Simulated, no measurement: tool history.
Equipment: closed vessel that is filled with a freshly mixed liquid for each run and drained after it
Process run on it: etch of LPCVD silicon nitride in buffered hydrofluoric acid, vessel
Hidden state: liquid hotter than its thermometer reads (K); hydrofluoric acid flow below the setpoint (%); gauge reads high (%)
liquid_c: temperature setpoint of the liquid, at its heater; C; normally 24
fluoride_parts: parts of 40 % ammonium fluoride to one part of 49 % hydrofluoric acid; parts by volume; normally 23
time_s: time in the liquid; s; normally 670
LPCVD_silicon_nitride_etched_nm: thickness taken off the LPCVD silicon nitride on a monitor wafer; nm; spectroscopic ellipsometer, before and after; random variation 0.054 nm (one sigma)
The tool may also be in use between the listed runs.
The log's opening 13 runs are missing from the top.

run	hour	liquid_c	fluoride_parts	time_s	wafers since the last listed run	hours since the thermometer was replaced	hours since the hydrofluoric acid flow meter was replaced	hours since the gauge calibration	read-back film thickness of the LPCVD silicon nitride reference wafer, read on the same gauge (nm)	LPCVD_silicon_nitride_etched_nm
14	765.1	24	30	670	3616	284.7	108.4	83	80.567	4.497
15	804.4	19.5	17	670	2013	324	147.7	122.3	80.468	5.447
16	866.4	24	28.5	345	3176	386	209.7	184.3	80.35	2.457
17	919	24	26.5	670	2694	438.6	262.3	236.9	80.22	4.945
18	975.9	21	28	995	2914	495.5	319.2	293.8	80.147	6.021
19	1039.6	24	30	670	3263	559.2	382.9	357.5	80.019	4.486
20	1101.1	20	16	670	3150	620.7	444.4	419	79.892	6.022
21	1162	20	17	515	3119	681.6	505.3	479.9	79.817	4.267
22	1232.2	26	23	545	3596	751.8	575.5	550.1	79.632	4.833
23	1285.7	24	23	670	2740	805.3	629	603.6	79.505	5.377
24	1318.6	24	23	490	1685	838.2	661.9	636.5	79.446	3.908
25	1369.8	28.5	25.5	470	2622	889.4	713.1	687.7	79.39	4.473
26	1419.3	24	23	670	2535	938.9	762.6	737.2	79.275	5.365
27	1474.8	28.5	20.5	805	2843	994.4	818.1	792.7	79.176	8.826
28	1538.7	24	23	670	3273	1058.3	882	856.6	79.056	5.34
29	1601.7	24	23	670	3227	1121.3	945	919.6	78.898	5.32
30	1658.3	24	18.5	360	2899	1177.9	1001.6	976.2	78.806	3.385
31	1690.4	24	23	670	1644	1210	1033.7	1008.3	78.732	5.23
32	1753.3	24	23	670	3222	1272.9	1096.6	1071.2	78.56	5.311

4 options for the next run, each taken on its own from the tool as it stands now. Forecast them:
A	1754.1	24	23	670	40	1273.7	1097.4	1072	?	?
B	1754.1	27	23	670	40	1273.7	1097.4	1072	?	?
C	1754.1	24	23	540	40	1273.7	1097.4	1072	?	?
D	1754.1	26.5	18	670	40	1273.7	1097.4	1072	?	?

run	read-back film thickness of the LPCVD silicon nitride reference wafer, read on the same gauge (nm)	LPCVD_silicon_nitride_etched_nm
A	78.674	5.314
B	78.674	6.255
C	78.674	4.283
D	78.674	7.434
Had the tool no hidden state, the same runs would have come out as:
run	LPCVD_silicon_nitride_etched_nm
A	5.407
B	6.365
C	4.358
D	7.565
